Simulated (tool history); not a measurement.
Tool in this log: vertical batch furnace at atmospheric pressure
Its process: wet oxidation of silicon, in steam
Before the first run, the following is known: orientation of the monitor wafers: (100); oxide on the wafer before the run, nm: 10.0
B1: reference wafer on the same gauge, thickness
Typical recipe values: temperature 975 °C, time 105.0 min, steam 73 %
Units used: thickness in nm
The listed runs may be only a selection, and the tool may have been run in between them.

Run 1, hour 0.0: usual settings but time 126.5 min; B1 467.00. Result: thickness 441.18 nm.
Run 2, hour 19.0: usual settings but time 126.5 min; B1 466.97. Result: thickness 441.46 nm.
Run 3, hour 29.1: usual settings but time 126.5 min; B1 467.39. Result: thickness 441.30 nm.
Run 4, hour 36.3: usual settings; B1 467.26. Result: thickness 388.40 nm.
Run 5, hour 47.1: usual settings; B1 466.82. Result: thickness 387.50 nm.
Run 6, hour 67.0: usual settings but steam 70 %; B1 467.06. Result: thickness 376.30 nm.
Run 7, hour 81.5: usual settings but steam 70 %; B1 466.93. Result: thickness 376.89 nm.
Run 8, hour 116.6: usual settings; B1 466.92. Result: thickness 386.32 nm.
Run 9, hour 126.2: usual settings; B1 466.80. Result: thickness 385.74 nm.
Run 10, hour 138.6: usual settings; B1 466.64. Result: thickness 387.23 nm.
At hour 169.7: steam generator serviced.
Run 11, hour 170.2: usual settings; B1 467.18. Result: thickness 400.85 nm.
Run 12, hour 175.3: usual settings; B1 467.24. Result: thickness 401.24 nm.
Run 13, hour 180.3: usual settings but time 63.0 min; B1 467.17. Result: thickness 278.75 nm.
Run 14, hour 195.7: usual settings but time 63.0 min; B1 467.09. Result: thickness 277.51 nm.
At hour 208.2: gauge calibrated.
At hour 227.1: thermocouples replaced and temperature profile calibrated.
Run 15, hour 227.6: usual settings but time 146.5 min, steam 63 %; B1 467.06. Result: thickness 456.49 nm.
Run 16, hour 232.7: usual settings; B1 467.06. Result: thickness 401.54 nm.
Run 17, hour 237.7: usual settings but temperature 982 °C, time 79.5 min, steam 82 %; B1 466.94. Result: thickness 377.57 nm.
Run 18, hour 250.6: usual settings but temperature 989 °C, steam 85 %; B1 467.05. Result: thickness 492.50 nm.
Run 19, hour 266.8: usual settings but temperature 995 °C, time 154.5 min; B1 467.18. Result: thickness 596.10 nm.
Run 20, hour 287.7: usual settings but time 137.0 min; B1 466.96. Result: thickness 481.41 nm.
Run 21, hour 298.5: usual settings but temperature 991 °C; B1 466.83. Result: thickness 451.55 nm.
Run 22, hour 313.0: usual settings but steam 81 %; B1 466.94. Result: thickness 430.51 nm.
Run 23, hour 333.6: usual settings but temperature 986 °C, time 87.5 min, steam 63 %; B1 466.78. Result: thickness 346.21 nm.
Run 24, hour 344.5: usual settings but steam 67 %; B1 467.19. Result: thickness 377.96 nm.
Run 25, hour 354.8: usual settings but temperature 998 °C, time 70.5 min, steam 65 %; B1 466.97. Result: thickness 334.85 nm.
Run 26, hour 375.6: usual settings but time 126.5 min; B1 466.85. Result: thickness 456.33 nm.
Run 27, hour 385.4: usual settings; B1 466.98. Result: thickness 400.89 nm.
Run 28, hour 407.2: usual settings but temperature 991 °C, time 136.0 min, steam 65 %; B1 467.09. Result: thickness 495.85 nm.
Run 29, hour 423.5: usual settings but steam 70 %; B1 467.25. Result: thickness 389.86 nm.

Branching from run 29: 4 alternative next runs. What would each branch give?
Run A, hour 428.6: usual settings but temperature 967 °C; B1 ?. Result: thickness ?.
Run B, hour 428.6: usual settings but temperature 956 °C, time 82.0 min; B1 ?. Result: thickness ?.
Run C, hour 428.6: usual settings but temperature 983 °C, steam 63 %; B1 ?. Result: thickness ?.
Run D, hour 428.6: usual settings but temperature 968 °C; B1 ?. Result: thickness ?.

run      B1  thickness
  A  466.74     376.96
  B  466.74     285.80
  C  466.74     385.57
  D  466.74     380.04
Without the tool's unlogged condition, the same runs would have read:
run  thickness
  A     379.15
  B     287.55
  C     387.75
  D     382.24

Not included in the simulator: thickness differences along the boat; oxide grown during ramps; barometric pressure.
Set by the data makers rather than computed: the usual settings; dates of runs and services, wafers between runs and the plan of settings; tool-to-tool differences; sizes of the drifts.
